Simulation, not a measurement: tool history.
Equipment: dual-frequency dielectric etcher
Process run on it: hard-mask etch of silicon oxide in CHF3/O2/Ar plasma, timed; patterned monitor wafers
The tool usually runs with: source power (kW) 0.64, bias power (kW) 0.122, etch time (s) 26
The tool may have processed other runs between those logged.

run   hour  source power (kW)  bias power (kW)  etch time (s)  read-back reference wafer on the same gauge, depth_nm  mean etch depth across the wafer (angstrom)
  1      0               0.64            0.135             26                                                  41.65                                        481.6
  2   34.3               0.68            0.122             26                                                  41.79                                        480.8
  3  106.3               0.68            0.122             26                                                  41.64                                        476.7
  4  160.6                0.6            0.122             26                                                  41.61                                        446.1
  5  216.7               0.64            0.131             26                                                  41.64                                        467.1
  6  251.8               0.64            0.131             26                                                  41.56                                        464.2
  7  281.4               0.64            0.131             26                                                  41.48                                        463.7
  8  343.2               0.64              0.1             26                                                  41.55                                        441.3
  9    401               0.53            0.135             31                                                   41.6                                        453.3
 10  431.8               0.64            0.149             31                                                  41.64                                          550
 11  498.6               0.64            0.132             28                                                  41.64                                        492.2
 12  558.6               0.57            0.122             26                                                   41.6                                        417.6
 13  610.1               0.64            0.122             26                                                  41.54                                        464.1
 14  663.8               0.72            0.099             23                                                   41.6                                        436.4
 15  707.7               0.64            0.135             26                                                  41.64                                        473.4
 16  761.3               0.53            0.135             31                                                  41.41                                        471.4
 17  793.4               0.64            0.122             19                                                  41.61                                        336.2

Withheld: 5 entries from between the runs. Position of each, and hidden state at the listed run before versus the listed run after:
Logged between run 7 and run 8: upper electrode replaced, of another model than before (hour 342.7)
  etch rate over this chamber's usual, %: -3.04 -> -3.57
  difference, measured minus the result without the unlogged condition, mean etch depth across the wafer (angstrom): -14.5 -> -16.3
Logged between run 8 and run 9: bias power generator calibrated (hour 352.1)
  etch rate over this chamber's usual, %: -3.57 -> -4.06
  difference, measured minus the result without the unlogged condition, mean etch depth across the wafer (angstrom): -16.3 -> -19.2
Logged between run 11 and run 12: source power generator calibrated (hour 511.7); gauge calibrated (hour 514.9); wet clean of the chamber (hour 525)
  etch rate over this chamber's usual, %: -4.9 -> 0.147
  difference, measured minus the result without the unlogged condition, mean etch depth across the wafer (angstrom): -25.4 -> +0.6
